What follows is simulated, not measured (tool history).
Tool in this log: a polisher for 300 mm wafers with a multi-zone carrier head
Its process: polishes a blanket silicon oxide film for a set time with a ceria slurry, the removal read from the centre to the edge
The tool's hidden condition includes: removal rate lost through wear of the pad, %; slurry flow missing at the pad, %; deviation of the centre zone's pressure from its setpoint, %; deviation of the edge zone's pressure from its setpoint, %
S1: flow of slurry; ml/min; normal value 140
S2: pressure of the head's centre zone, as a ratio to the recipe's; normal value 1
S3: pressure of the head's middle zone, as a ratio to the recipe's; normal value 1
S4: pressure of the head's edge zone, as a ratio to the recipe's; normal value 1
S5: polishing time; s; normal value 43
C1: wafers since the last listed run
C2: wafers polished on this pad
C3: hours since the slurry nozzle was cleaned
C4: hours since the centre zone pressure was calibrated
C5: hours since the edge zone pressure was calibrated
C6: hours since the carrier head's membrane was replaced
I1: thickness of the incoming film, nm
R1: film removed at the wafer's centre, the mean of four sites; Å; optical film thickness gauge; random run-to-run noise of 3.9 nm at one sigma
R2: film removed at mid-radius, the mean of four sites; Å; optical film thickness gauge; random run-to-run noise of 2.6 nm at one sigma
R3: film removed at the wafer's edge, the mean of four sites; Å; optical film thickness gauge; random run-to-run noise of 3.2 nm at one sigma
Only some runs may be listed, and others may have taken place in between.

run,hour,S1,S2,S3,S4,S5,C1,C2,C3,C4,C5,C6,I1,R1,R2,R3
1,0,140,1,1,1,43,0,5140,345.6,929,311.1,1280.7,750.7,2607,2642,2745
2,28.8,160,1,1,1,43,445,5585,374.4,957.8,339.9,1309.5,744.1,2731,2710,2861
# hour 92.6: worn pad replaced by a new one
3,96.9,160,1,1,1,43,991,66,442.5,1025.9,408,1377.6,751.6,2708,2734,2792
# hour 98.5: slurry nozzle cleaned
# hour 110: edge zone pressure recalibrated
4,164.1,150,1,1,1,37,992,1058,65.6,1093.1,54.1,1444.8,743.4,2470,2442,2465
5,224,150,1,1,1,37,926,1985,125.5,1153,114,1504.7,748.3,2406,2382,2380
# hour 266.5: centre zone pressure recalibrated
6,267,140,1,1,1,31,633,2619,168.5,0.5,157,1547.7,743.3,1925,1897,1997
7,331.1,110,0.9,1,1,35,991,3610,232.6,64.6,221.1,1611.8,762,1736,1982,2110
8,377.9,160,1,1,1,43,723,4334,279.4,111.4,267.9,1658.6,756,2730,2681,2696
9,406.3,150,1,1,1,37,439,4773,307.8,139.8,296.3,1687,757.9,2251,2266,2382
# hour 450.8: worn pad replaced by a new one
# hour 454.3: carrier head's membrane replaced by a new one
# hour 465.4: slurry nozzle cleaned
10,475.3,160,1,1,1,43,935,308,9.9,208.8,365.3,21,754.5,2989,2935,2896
11,545.7,140,1,1,1,43,1088,1397,80.3,279.2,435.7,91.4,735.8,2762,2846,2814
# hour 558.5: edge zone pressure recalibrated
12,591.4,110,0.92,0.96,1,43,675,2073,126,324.9,32.9,137.1,752.2,2318,2474,2704
13,653.2,185,0.95,1.09,1,43,955,3028,187.8,386.7,94.7,198.9,748.7,2733,3088,2869
14,685.1,140,1,1,1,54,493,3521,219.7,418.6,126.6,230.8,752.2,3283,3368,3490
# hour 816.4: slurry nozzle cleaned
# hour 842.3: worn pad replaced by a new one
15,870.6,140,1,1,1,43,2791,437,54.2,604.1,312.1,416.3,756,2802,2807,2825
16,904,140,1.11,1,1,32,516,953,87.6,637.5,345.5,449.7,755.7,2272,2034,2116
17,964.1,140,1,0.9,1,32,929,1882,147.7,697.6,405.6,509.8,756.6,1988,1844,2060
# hour 1034.4: edge zone pressure recalibrated
18,1161.5,140,1,1,1,43,3021,4904,345.1,895,127.1,707.2,765.3,2583,2601,2722
# hour 1181.9: worn pad replaced by a new one
19,1209.4,140,1,0.91,1,43,678,424,393,942.9,175,755.1,746.3,2582,2349,2713
# hour 1246.1: slurry nozzle cleaned
20,1248.8,110,1,1,1,43,593,1018,2.7,982.3,214.4,794.5,751.7,2821,2758,2829
21,1295.5,140,1.08,1,1,34,722,1740,49.4,1029,261.1,841.2,756.7,2445,2272,2244

Branching from run 21: 5 alternative next runs. What would each branch give?
A,1295.9,140,1,1.03,1,43,6,1746,49.8,1029.4,261.5,841.6,751.1,?,?,?
B,1295.9,160,1.07,1,1.12,31,6,1746,49.8,1029.4,261.5,841.6,751.1,?,?,?
C,1295.9,175,1,0.93,1.06,32,6,1746,49.8,1029.4,261.5,841.6,751.1,?,?,?
D,1295.9,155,1.04,1,1.05,55,6,1746,49.8,1029.4,261.5,841.6,751.1,?,?,?
E,1295.9,140,1,1,1,33,6,1746,49.8,1029.4,261.5,841.6,751.1,?,?,?

run,R1,R2,R3
A,2852,2887,2842
B,2268,2083,2210
C,2227,2057,2247
D,3884,3675,3779
E,2188,2161,2182
Take away the tool's hidden state, keep each run's random variation, and the runs would have read:
run,R1,R2,R3
A,2938,2963,2895
B,2328,2132,2247
C,2281,2102,2282
D,3990,3763,3844
E,2254,2218,2223
